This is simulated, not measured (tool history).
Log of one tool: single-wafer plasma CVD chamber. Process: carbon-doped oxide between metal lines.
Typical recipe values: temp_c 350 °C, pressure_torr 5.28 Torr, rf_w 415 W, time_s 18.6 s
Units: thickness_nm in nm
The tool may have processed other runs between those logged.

run   hour  temp_c  pressure_torr  rf_w  time_s  read-back reference wafer on the same gauge, thickness_nm  thickness_nm
  1    0.0     350           5.28   415    18.6                                                     99.194        81.762
  2   12.3     350           5.28   445    18.6                                                     99.170        86.999
  3   24.4     350           5.28   445    18.6                                                     99.217        86.585
  4   53.2     350           5.28   380    20.5                                                     99.150        82.899
  5   62.3     350           5.28   380    20.5                                                     99.230        82.949
  6   75.8     350           5.28   415    17.2                                                     99.229        75.125
  7   83.6     350           5.28   415    17.2                                                     99.195        75.209
  8   89.7     350           5.28   415    17.2                                                     99.237        75.289
  9  104.9     350           4.93   360    18.6                                                     99.233        70.995
 10  120.5     350           4.93   360    18.6                                                     99.196        70.909
 11  137.1     341           5.28   415    18.6                                                     99.215        82.934
     152.2  -- capacitance manometer re-zeroed and calibrated
 12  152.7     350           5.28   415    18.6                                                     99.217        80.480
 13  157.7     350           5.28   415    18.6                                                     99.227        80.528
 14  174.9     350           5.28   415    18.6                                                     99.195        80.285
     184.6  -- RF generator calibrated
     189.7  -- showerhead replaced
 15  190.2     341           5.28   415    18.6                                                     99.223        91.178
 16  201.8     350           4.07   415    18.6                                                     99.180        84.858
 17  209.4     350           5.28   445    18.6                                                     99.201        93.405
 18  220.9     355           4.46   495    21.6                                                     99.166       111.886
     239.4  -- thermocouple changed; heater temperature recalibrated
 19  254.2     350           5.28   415    18.6                                                     99.187        88.181
 20  260.4     341           6.37   340    18.6                                                     99.187        78.776
     269.2  -- gauge calibrated
 21  273.5     350           5.28   485    18.6                                                     99.235        99.650
 22  292.0     350           5.28   445    18.6                                                     99.236        93.608
 23  302.7     350           5.28   435    18.6                                                     99.209        91.962
 24  313.0     350           5.28   490    18.6                                                     99.213       100.720
 25  330.3     360           5.66   485    19.9                                                     99.164       104.389
 26  343.3     350           5.84   415    18.6                                                     99.179        89.721

Had the tool no unlogged condition, and each run kept its random variation, what would the results have been?
The tool's hidden condition here consists of: wafer temperature above the value expected at the setpoint (K); delivered RF power above the setpoint (%); true pressure above the setpoint (%); gauge reads high (%).
run  thickness_nm
  1        88.663
  2        94.364
  3        94.024
  4        90.577
  5        90.716
  6        82.089
  7        82.247
  8        82.387
  9        77.986
 10        78.023
 11        91.210
 12        88.661
 13        88.763
 14        88.662
 15        91.467
 16        85.127
 17        93.702
 18       112.190
 19        88.471
 20        79.048
 21        99.940
 22        93.932
 23        92.287
 24       101.032
 25       104.723
 26        90.063
